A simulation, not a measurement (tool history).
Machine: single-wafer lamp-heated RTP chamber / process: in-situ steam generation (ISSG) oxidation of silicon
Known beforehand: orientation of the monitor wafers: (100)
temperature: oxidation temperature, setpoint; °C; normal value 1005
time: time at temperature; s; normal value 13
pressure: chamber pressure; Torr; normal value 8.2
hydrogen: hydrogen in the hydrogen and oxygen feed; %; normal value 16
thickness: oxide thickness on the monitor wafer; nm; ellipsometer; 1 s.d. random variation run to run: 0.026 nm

| run | hour | temperature | time | pressure | hydrogen | read-back reference wafer on the same gauge, thickness | thickness |
|---|---|---|---|---|---|---|---|
| 1 | 0.0 | 1005 | 13 | 8.2 | 16 | 5.180 | 4.611 |
| 2 | 31.9 | 1005 | 16 | 8.7 | 16 | 5.210 | 5.111 |
|  | 61.1 | pyrometer window cleaned and pyrometer calibrated |
| 3 | 61.6 | 1005 | 16 | 8.7 | 16 | 5.215 | 5.156 |
| 4 | 73.1 | 1005 | 13 | 8.2 | 16 | 5.222 | 4.678 |
| 5 | 107.9 | 1005 | 13 | 8.2 | 16 | 5.229 | 4.667 |
| 6 | 141.7 | 1005 | 13 | 8.2 | 16 | 5.242 | 4.713 |
| 7 | 164.7 | 1005 | 13 | 8.2 | 16 | 5.237 | 4.744 |
|  | 180.5 | gauge calibrated |
| 8 | 182.6 | 1005 | 13 | 8.2 | 16 | 5.164 | 4.606 |
|  | 202.8 | pyrometer window cleaned and pyrometer calibrated |
| 9 | 206.9 | 1005 | 13 | 8.2 | 16 | 5.151 | 4.649 |
|  | 229.4 | hydrogen flow controller replaced |
| 10 | 229.9 | 1005 | 13 | 8.2 | 16 | 5.167 | 4.628 |
| 11 | 287.0 | 990 | 17 | 8.2 | 16 | 5.161 | 4.961 |
| 12 | 301.8 | 994 | 13 | 8.2 | 16 | 5.168 | 4.437 |
| 13 | 332.5 | 998 | 11 | 9.2 | 24 | 5.170 | 4.610 |
|  | 355.8 | pyrometer window cleaned and pyrometer calibrated |
| 14 | 356.3 | 1005 | 13 | 8.2 | 16 | 5.183 | 4.598 |
|  | 385.5 | pressure gauge zeroed |
| 15 | 386.0 | 1005 | 17 | 8.2 | 16 | 5.170 | 5.277 |
| 16 | 418.7 | 1005 | 17 | 7.7 | 16 | 5.190 | 5.274 |
| 17 | 454.4 | 1005 | 13 | 8.2 | 16 | 5.193 | 4.645 |
| 18 | 477.2 | 1013 | 13 | 8.2 | 11 | 5.214 | 4.389 |
| 19 | 502.8 | 1005 | 13 | 7.7 | 16 | 5.208 | 4.683 |
|  | 526.5 | pyrometer window cleaned and pyrometer calibrated |
| 20 | 527.0 | 1005 | 13 | 8.2 | 16 | 5.209 | 4.683 |

Here are 4 independent what-if runs from the current tool condition. What would each one return?
| A | 527.4 | 1005 | 13 | 8.2 | 16 | ? | ? |
| B | 527.4 | 1015 | 13 | 8.2 | 11 | ? | ? |
| C | 527.4 | 1005 | 13 | 8.6 | 16 | ? | ? |
| D | 527.4 | 1005 | 9 | 8.2 | 12 | ? | ? |

| run | read-back reference wafer on the same gauge, thickness | thickness |
|---|---|---|
| A | 5.215 | 4.733 |
| B | 5.215 | 4.513 |
| C | 5.215 | 4.725 |
| D | 5.215 | 3.759 |
Without the tool's unlogged condition, the same runs would have read:
| run | thickness |
|---|---|
| A | 4.689 |
| B | 4.471 |
| C | 4.681 |
| D | 3.724 |
